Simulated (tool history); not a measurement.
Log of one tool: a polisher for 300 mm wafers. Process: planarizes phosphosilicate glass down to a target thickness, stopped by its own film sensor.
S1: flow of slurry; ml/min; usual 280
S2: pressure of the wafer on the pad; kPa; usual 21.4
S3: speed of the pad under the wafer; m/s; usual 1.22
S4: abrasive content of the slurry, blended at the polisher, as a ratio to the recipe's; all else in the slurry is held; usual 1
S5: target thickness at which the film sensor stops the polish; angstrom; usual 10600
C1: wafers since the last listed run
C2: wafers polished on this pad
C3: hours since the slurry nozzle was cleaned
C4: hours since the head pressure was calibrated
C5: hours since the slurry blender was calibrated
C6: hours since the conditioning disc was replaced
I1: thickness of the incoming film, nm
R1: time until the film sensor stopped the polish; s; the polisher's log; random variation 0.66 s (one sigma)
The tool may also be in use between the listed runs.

run,day,S1,S2,S3,S4,S5,C1,C2,C3,C4,C5,C6,I1,R1
1,0,280,21.4,1.22,1,10600,0,118,197.2,291.3,285.7,180.7,1719.6,60.9
2,0.412,280,21.4,1.22,1,10600,85,203,207.1,301.2,295.6,190.6,1701.3,59.2
3,0.688,280,21.4,1.22,1,10600,56,260,213.7,307.8,302.2,197.2,1703.2,60.2
4,1.429,280,21.4,1.22,1,12160,153,413,231.5,325.6,320,215,1687.3,44.5
5,2.021,280,21.4,1.22,1,12160,122,536,245.7,339.8,334.2,229.2,1731.7,48.7
6,2.696,280,21.4,1.22,1,12160,139,675,261.9,356,350.4,245.4,1685.6,44.5
7,3.096,280,25.5,1.22,1,10600,82,758,271.5,365.6,360,255,1731.1,55.3
8,3.629,280,25.5,1.22,1,10600,110,868,284.3,378.4,372.8,267.8,1677.4,50.2
9,4.017,280,25.5,1.22,1,10600,80,948,293.6,387.7,382.1,277.1,1697.4,52.3
# day 4.45: worn pad replaced by a new one
10,4.471,280,21.4,1.36,1,10600,59,4,304.5,398.6,393,288,1702.4,56.1
# day 4.579: slurry blender recalibrated
11,4.8,280,21.4,1.36,1,10600,50,55,312.4,406.5,5.3,295.9,1681.2,63.8
12,5.146,280,21.4,1.22,1.15,10600,71,126,320.7,414.8,13.6,304.2,1692.8,64.6
13,6.062,280,21.4,1.22,1.15,10600,189,316,342.7,436.8,35.6,326.2,1685.9,63.6
# day 6.354: slurry blender recalibrated, repeated, since the last time left the tool worse
14,6.533,280,21.4,1.22,1,10600,80,396,354,448.1,4.3,337.5,1706.4,56.7
15,6.788,210,21.4,1.22,1.25,10600,52,448,360.1,454.2,10.4,343.6,1705.3,53.2
16,7.529,330,27.6,1,1.3,10600,153,602,377.9,472,28.2,361.4,1696.8,44.2
# day 7.692: slurry nozzle cleaned
17,8.054,210,13.8,1.22,1,8410,99,702,8.7,484.6,40.8,374,1715.1,115.2
18,8.508,280,21.4,1.34,1,10600,93,796,19.6,495.5,51.7,384.9,1730.2,54.4
# day 8.625: conditioning disc replaced and pad reconditioned
# day 8.888: worn pad replaced by a new one
19,9.079,185,28.3,1.02,1,10600,66,39,33.3,509.2,65.4,10.9,1687.1,52.8
# day 9.167: head pressure recalibrated
20,9.721,280,18.6,1.22,1.1,10600,115,154,48.7,13.3,80.8,26.3,1670.8,57.6
21,10.138,280,28.3,0.86,1.15,10600,86,241,58.7,23.3,90.8,36.3,1703.9,53.7
22,10.608,280,21.4,1.38,1.3,11330,97,338,70,34.6,102.1,47.6,1713.4,41.1
23,11.129,280,21.4,1.22,1,10600,107,446,82.5,47.1,114.6,60.1,1726.8,59.5
24,11.462,280,21.4,1.22,1,10600,68,514,90.5,55.1,122.6,68.1,1702.3,57.4
25,12.167,280,21.4,1.06,1,8730,145,660,107.4,72,139.5,85,1707.2,83.5
26,12.717,220,16.5,1.46,1,11260,113,774,120.6,85.2,152.7,98.2,1700.2,58.5
# day 12.908: worn pad replaced by a new one
27,13.054,280,21.4,1.22,1,10600,35,30,128.7,93.3,160.8,106.3,1684.3,56.9

What the log doesn't show, run by run:
removal rate lost through wear of the pad, %: 0 in every run
slurry flow missing at the pad, %: 0 in every run
deviation of the head's pressure from its setpoint, %: 0 in every run
time polished since the conditioner stopped cutting, s: 0 in every run
H1: abrasive missing from the slurry, %
run,H1
1,8.84
2,9.32
3,9.65
4,10.6
5,11.4
6,12.3
7,12.9
8,13.7
9,14.2
10,15
11,29.3
12,29.3
13,29.4
14,2.03
15,2.04
16,2.09
17,2.17
18,2.25
19,2.39
20,2.57
21,2.72
22,2.9
23,3.13
24,3.29
25,3.66
26,3.99
27,4.2
